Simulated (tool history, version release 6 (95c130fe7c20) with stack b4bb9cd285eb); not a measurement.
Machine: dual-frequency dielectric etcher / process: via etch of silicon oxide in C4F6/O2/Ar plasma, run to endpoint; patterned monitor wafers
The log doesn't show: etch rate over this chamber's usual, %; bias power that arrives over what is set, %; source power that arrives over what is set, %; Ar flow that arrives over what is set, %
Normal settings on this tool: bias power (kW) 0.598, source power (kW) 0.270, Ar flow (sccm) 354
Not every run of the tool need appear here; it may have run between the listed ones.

run	hour	bias power (kW)	source power (kW)	Ar flow (sccm)	wafers since the last listed run	hours since the last wet clean	hours since the last bias power generator calibration	hours since the last source power generator calibration	hours since the last Ar flow controller change	hours since the last upper electrode change	incoming incoming film thickness, nm	endpoint time (s)
1	0.0	0.598	0.270	299	0	365.7	5194.3	4205.5	1658.3	4926.6	103.9	26.1
2	22.9	0.598	0.270	354	458	388.6	5217.2	4228.4	1681.2	4949.5	103.6	26.5
3	55.2	0.598	0.270	354	646	420.9	5249.5	4260.7	1713.5	4981.8	103.7	26.4
4	85.0	0.598	0.270	354	596	450.7	5279.3	4290.5	1743.3	5011.6	103.1	26.4
# hour 119.7: wet clean of the chamber
# hour 133.3: source power generator calibrated
# hour 142.6: upper electrode replaced
5	143.1	0.598	0.270	354	417	23.4	5337.4	9.8	1801.4	0.5	103.5	26.4
6	143.4	0.598	0.270	354	6	23.7	5337.7	10.1	1801.7	0.8	103.3	26.1
# hour 152.4: bias power generator calibrated
# hour 158.5: Ar flow controller replaced
7	161.5	0.598	0.270	354	162	41.8	9.1	28.2	3.0	18.9	103.7	26.3
8	178.5	0.598	0.270	354	340	58.8	26.1	45.2	20.0	35.9	104.1	26.5
9	209.7	0.598	0.210	354	624	90.0	57.3	76.4	51.2	67.1	103.5	29.6
10	231.3	0.726	0.250	437	432	111.6	78.9	98.0	72.8	88.7	104.3	25.3
11	247.8	0.728	0.250	274	330	128.1	95.4	114.5	89.3	105.2	103.8	24.5
12	268.4	0.598	0.270	354	412	148.7	116.0	135.1	109.9	125.8	103.6	26.2
13	284.3	0.598	0.340	354	318	164.6	131.9	151.0	125.8	141.7	103.3	23.8
14	313.2	0.543	0.270	354	578	193.5	160.8	179.9	154.7	170.6	103.6	27.7

What the log doesn't show, run by run:
etch rate over this chamber's usual, %: 0 on each run
bias power that arrives over what is set, %: 0 on each run
source power that arrives over what is set, %: 0 on each run
Ar flow that arrives over what is set, %: 0 on each run
